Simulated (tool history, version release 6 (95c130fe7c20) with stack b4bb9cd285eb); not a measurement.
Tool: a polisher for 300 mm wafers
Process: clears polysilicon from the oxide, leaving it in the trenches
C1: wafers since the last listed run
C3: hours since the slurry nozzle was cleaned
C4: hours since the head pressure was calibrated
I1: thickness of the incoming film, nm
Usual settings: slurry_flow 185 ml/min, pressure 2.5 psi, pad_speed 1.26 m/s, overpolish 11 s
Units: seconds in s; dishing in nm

{"run": 1, "hour": 0.0, "slurry_flow": 185, "pressure": 2.5, "pad_speed": 1.26, "overpolish": 11, "C1": 0, "wafers polished on this pad": 537, "C3": 46.6, "C4": 347.9, "I1": 369.9, "seconds": 23.1, "dishing": 43.7}
{"run": 2, "hour": 50.9, "slurry_flow": 185, "pressure": 2.5, "pad_speed": 1.26, "overpolish": 11, "C1": 558, "wafers polished on this pad": 1096, "C3": 97.5, "C4": 398.8, "I1": 368.0, "seconds": 21.8, "dishing": 44.0}
{"run": 3, "hour": 111.5, "slurry_flow": 185, "pressure": 2.5, "pad_speed": 1.26, "overpolish": 11, "C1": 664, "wafers polished on this pad": 1760, "C3": 158.1, "C4": 459.4, "I1": 377.0, "seconds": 23.7, "dishing": 44.2}
{"run": 4, "hour": 163.2, "slurry_flow": 185, "pressure": 2.5, "pad_speed": 1.26, "overpolish": 11, "C1": 566, "wafers polished on this pad": 2327, "C3": 209.8, "C4": 511.1, "I1": 373.8, "seconds": 23.7, "dishing": 43.6}
{"run": 5, "hour": 206.4, "slurry_flow": 185, "pressure": 2.5, "pad_speed": 1.26, "overpolish": 11, "C1": 473, "wafers polished on this pad": 2801, "C3": 253.0, "C4": 554.3, "I1": 374.0, "seconds": 23.6, "dishing": 43.7}
{"run": 6, "hour": 233.4, "slurry_flow": 185, "pressure": 2.5, "pad_speed": 1.26, "overpolish": 11, "C1": 296, "wafers polished on this pad": 3097, "C3": 280.0, "C4": 581.3, "I1": 366.9, "seconds": 23.5, "dishing": 43.9}
{"hour": 264.8, "done": "slurry nozzle cleaned"}
{"run": 7, "hour": 292.5, "slurry_flow": 185, "pressure": 2.5, "pad_speed": 1.26, "overpolish": 11, "C1": 637, "wafers polished on this pad": 3734, "C3": 27.7, "C4": 640.4, "I1": 363.1, "seconds": 24.1, "dishing": 43.9}
{"run": 8, "hour": 326.2, "slurry_flow": 185, "pressure": 2.5, "pad_speed": 1.26, "overpolish": 11, "C1": 369, "wafers polished on this pad": 4104, "C3": 61.4, "C4": 674.1, "I1": 369.9, "seconds": 25.4, "dishing": 43.8}
{"hour": 333.2, "done": "worn pad replaced by a new one"}
{"hour": 334.1, "done": "head pressure recalibrated"}
{"run": 9, "hour": 517.4, "slurry_flow": 150, "pressure": 2.5, "pad_speed": 1.26, "overpolish": 11, "C1": 2042, "wafers polished on this pad": 2009, "C3": 252.6, "C4": 183.3, "I1": 372.2, "seconds": 24.0, "dishing": 44.6}
{"run": 10, "hour": 573.6, "slurry_flow": 150, "pressure": 2.5, "pad_speed": 1.26, "overpolish": 11, "C1": 616, "wafers polished on this pad": 2625, "C3": 308.8, "C4": 239.5, "I1": 376.0, "seconds": 25.2, "dishing": 43.7}
{"run": 11, "hour": 598.9, "slurry_flow": 150, "pressure": 2.5, "pad_speed": 1.26, "overpolish": 11, "C1": 277, "wafers polished on this pad": 2903, "C3": 334.1, "C4": 264.8, "I1": 364.8, "seconds": 24.5, "dishing": 43.0}
{"hour": 622.0, "done": "slurry nozzle cleaned"}
{"run": 12, "hour": 635.5, "slurry_flow": 185, "pressure": 2.5, "pad_speed": 1.26, "overpolish": 7, "C1": 390, "wafers polished on this pad": 3293, "C3": 13.5, "C4": 301.4, "I1": 372.6, "seconds": 24.4, "dishing": 41.7}
{"hour": 679.2, "done": "worn pad replaced by a new one"}
{"run": 13, "hour": 729.2, "slurry_flow": 185, "pressure": 2.5, "pad_speed": 1.26, "overpolish": 11, "C1": 983, "wafers polished on this pad": 548, "C3": 107.2, "C4": 395.1, "I1": 365.4, "seconds": 22.4, "dishing": 43.1}
{"run": 14, "hour": 785.4, "slurry_flow": 185, "pressure": 2.5, "pad_speed": 1.26, "overpolish": 11, "C1": 616, "wafers polished on this pad": 1164, "C3": 163.4, "C4": 451.3, "I1": 363.2, "seconds": 21.9, "dishing": 43.6}
{"run": 15, "hour": 824.9, "slurry_flow": 185, "pressure": 2.5, "pad_speed": 1.26, "overpolish": 11, "C1": 433, "wafers polished on this pad": 1597, "C3": 202.9, "C4": 490.8, "I1": 368.7, "seconds": 23.1, "dishing": 44.1}
{"run": 16, "hour": 878.3, "slurry_flow": 185, "pressure": 2.1, "pad_speed": 1.44, "overpolish": 11, "C1": 585, "wafers polished on this pad": 2183, "C3": 256.3, "C4": 544.2, "I1": 372.9, "seconds": 24.9, "dishing": 43.7}
{"hour": 930.0, "done": "head pressure recalibrated"}
{"hour": 937.5, "done": "slurry nozzle cleaned"}
{"hour": 1008.7, "done": "worn pad replaced by a new one"}
{"run": 17, "hour": 1034.5, "slurry_flow": 140, "pressure": 3.1, "pad_speed": 0.9, "overpolish": 11, "C1": 1636, "wafers polished on this pad": 282, "C3": 97.0, "C4": 104.5, "I1": 368.7, "seconds": 24.9, "dishing": 43.4}
{"run": 18, "hour": 1076.7, "slurry_flow": 205, "pressure": 2.5, "pad_speed": 1.38, "overpolish": 13, "C1": 462, "wafers polished on this pad": 745, "C3": 139.2, "C4": 146.7, "I1": 375.6, "seconds": 20.7, "dishing": 45.4}
{"run": 19, "hour": 1117.8, "slurry_flow": 215, "pressure": 1.6, "pad_speed": 1.44, "overpolish": 16, "C1": 450, "wafers polished on this pad": 1196, "C3": 180.3, "C4": 187.8, "I1": 363.7, "seconds": 29.4, "dishing": 45.0}
{"run": 20, "hour": 1163.1, "slurry_flow": 185, "pressure": 2.5, "pad_speed": 1.62, "overpolish": 11, "C1": 496, "wafers polished on this pad": 1692, "C3": 225.6, "C4": 233.1, "I1": 373.7, "seconds": 19.9, "dishing": 44.9}
{"run": 21, "hour": 1220.2, "slurry_flow": 185, "pressure": 2.5, "pad_speed": 1.26, "overpolish": 11, "C1": 626, "wafers polished on this pad": 2318, "C3": 282.7, "C4": 290.2, "I1": 375.6, "seconds": 23.5, "dishing": 44.4}
{"hour": 1268.2, "done": "slurry nozzle cleaned"}
{"run": 22, "hour": 1277.4, "slurry_flow": 185, "pressure": 2.5, "pad_speed": 1.26, "overpolish": 11, "C1": 616, "wafers polished on this pad": 2935, "C3": 9.2, "C4": 347.4, "I1": 364.7, "seconds": 23.4, "dishing": 44.1}
{"run": 23, "hour": 1321.4, "slurry_flow": 250, "pressure": 1.9, "pad_speed": 1.64, "overpolish": 7, "C1": 482, "wafers polished on this pad": 3417, "C3": 53.2, "C4": 391.4, "I1": 364.6, "seconds": 23.3, "dishing": 41.5}
{"hour": 1392.7, "done": "worn pad replaced by a new one"}
{"run": 24, "hour": 1436.8, "slurry_flow": 130, "pressure": 2.5, "pad_speed": 0.96, "overpolish": 6, "C1": 1221, "wafers polished on this pad": 483, "C3": 168.6, "C4": 506.8, "I1": 370.3, "seconds": 29.2, "dishing": 36.4}
{"run": 25, "hour": 1482.9, "slurry_flow": 185, "pressure": 2.5, "pad_speed": 0.94, "overpolish": 4, "C1": 505, "wafers polished on this pad": 989, "C3": 214.7, "C4": 552.9, "I1": 371.6, "seconds": 28.1, "dishing": 32.5}
{"run": 26, "hour": 1529.7, "slurry_flow": 240, "pressure": 2.3, "pad_speed": 1.26, "overpolish": 6, "C1": 513, "wafers polished on this pad": 1502, "C3": 261.5, "C4": 599.7, "I1": 374.6, "seconds": 23.8, "dishing": 39.6}
{"run": 27, "hour": 1583.4, "slurry_flow": 185, "pressure": 2.8, "pad_speed": 1.4, "overpolish": 8, "C1": 588, "wafers polished on this pad": 2091, "C3": 315.2, "C4": 653.4, "I1": 368.1, "seconds": 19.0, "dishing": 43.5}
{"hour": 1589.0, "done": "head pressure recalibrated"}
{"run": 28, "hour": 1627.7, "slurry_flow": 185, "pressure": 2.5, "pad_speed": 1.26, "overpolish": 11, "C1": 463, "wafers polished on this pad": 2555, "C3": 359.5, "C4": 38.7, "I1": 367.8, "seconds": 23.3, "dishing": 45.0}
{"hour": 1641.5, "done": "slurry nozzle cleaned"}
{"run": 29, "hour": 1673.1, "slurry_flow": 230, "pressure": 1.7, "pad_speed": 0.82, "overpolish": 9, "C1": 486, "wafers polished on this pad": 3042, "C3": 31.6, "C4": 84.1, "I1": 369.2, "seconds": 43.0, "dishing": 37.1}
{"run": 30, "hour": 1724.4, "slurry_flow": 185, "pressure": 3.2, "pad_speed": 1.26, "overpolish": 11, "C1": 562, "wafers polished on this pad": 3604, "C3": 82.9, "C4": 135.4, "I1": 365.3, "seconds": 19.5, "dishing": 44.2}
{"hour": 1750.2, "done": "worn pad replaced by a new one"}
{"run": 31, "hour": 1763.7, "slurry_flow": 185, "pressure": 2.5, "pad_speed": 1.26, "overpolish": 11, "C1": 387, "wafers polished on this pad": 148, "C3": 122.2, "C4": 174.7, "I1": 372.3, "seconds": 22.4, "dishing": 44.9}

Hidden state at the last listed run before each entry between runs and at the first one after, where it differs:
Between runs 6 and 7: slurry nozzle cleaned (hour 264.8)
  removal rate lost through wear of the pad, %: 6.26 -> 8.65
  measured less the result without the state, seconds: +1.4 -> +2.1 s; dishing: -0.2 -> -0.3 nm
Between runs 8 and 9: worn pad replaced by a new one (hour 333.2); head pressure recalibrated (hour 334.1)
  removal rate lost through wear of the pad, %: 10.2 -> 3.15
  measured less the result without the state, seconds: +2.6 -> +0.8 s; dishing: -0.4 -> -0.1 nm
Between runs 11 and 12: slurry nozzle cleaned (hour 622.0)
  removal rate lost through wear of the pad, %: 5.53 -> 6.88
  measured less the result without the state, seconds: +1.3 -> +1.6 s; dishing: -0.2 -> -0.6 nm
Between runs 12 and 13: worn pad replaced by a new one (hour 679.2)
  removal rate lost through wear of the pad, %: 6.88 -> 1.24
  measured less the result without the state, seconds: +1.6 -> +0.3 s; dishing: -0.6 -> -0.1 nm
Between runs 16 and 17: head pressure recalibrated (hour 930.0); slurry nozzle cleaned (hour 937.5); worn pad replaced by a new one (hour 1008.7)
  removal rate lost through wear of the pad, %: 3.65 -> 1.12
  measured less the result without the state, seconds: +0.9 -> +0.3 s; dishing: -0.1 -> +0.0 nm
Between runs 21 and 22: slurry nozzle cleaned (hour 1268.2)
  removal rate lost through wear of the pad, %: 3.97 -> 5.75
  measured less the result without the state, seconds: +0.9 -> +1.3 s; dishing: -0.1 -> -0.2 nm
Between runs 23 and 24: worn pad replaced by a new one (hour 1392.7)
  removal rate lost through wear of the pad, %: 7.41 -> 0.851
  measured less the result without the state, seconds: +1.7 -> +0.3 s; dishing: -0.7 -> -0.1 nm
Between runs 27 and 28: head pressure recalibrated (hour 1589.0)
  removal rate lost through wear of the pad, %: 3.08 -> 4.3
  measured less the result without the state, seconds: +0.6 -> +1.0 s; dishing: -0.1 -> -0.1 nm
Between runs 28 and 29: slurry nozzle cleaned (hour 1641.5)
  removal rate lost through wear of the pad, %: 4.3 -> 5.82
  measured less the result without the state, seconds: +1.0 -> +2.5 s; dishing: -0.1 -> -0.8 nm
Between runs 30 and 31: worn pad replaced by a new one (hour 1750.2)
  removal rate lost through wear of the pad, %: 7.85 -> 1.27
  measured less the result without the state, seconds: +1.5 -> +0.2 s; dishing: -0.1 -> +0.0 nm
